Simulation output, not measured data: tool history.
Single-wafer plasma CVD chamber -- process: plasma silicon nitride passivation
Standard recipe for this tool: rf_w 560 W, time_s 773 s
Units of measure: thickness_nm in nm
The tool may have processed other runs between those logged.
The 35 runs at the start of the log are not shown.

run,hour,rf_w,time_s,"read-back reference wafer on the same gauge, thickness_nm",thickness_nm
36,3126.1,595,773,880.406,1090.293
37,3185.9,630,675,880.490,963.908
38,3277.4,650,640,879.865,917.245
39,3354.4,665,673,880.266,964.846
40,3444.9,560,773,880.392,1068.859
41,3495.4,660,688,879.526,990.940
42,3586.2,660,867,879.650,1240.972
43,3623.4,605,628,878.716,883.384

Predict each of these 4 candidate next runs independently; none follows another, all start after run 43:
A,3624.0,480,773,?,?
B,3624.0,510,657,?,?
C,3624.0,650,659,?,?
D,3624.0,460,903,?,?

run,"read-back reference wafer on the same gauge, thickness_nm",thickness_nm
A,880.610,1033.250
B,880.610,889.042
C,880.610,938.830
D,880.610,1196.836
The same runs, with their run-to-run variation unchanged, on a tool lacking any hidden condition would have given:
run,thickness_nm
A,1048.737
B,902.367
C,952.902
D,1214.775
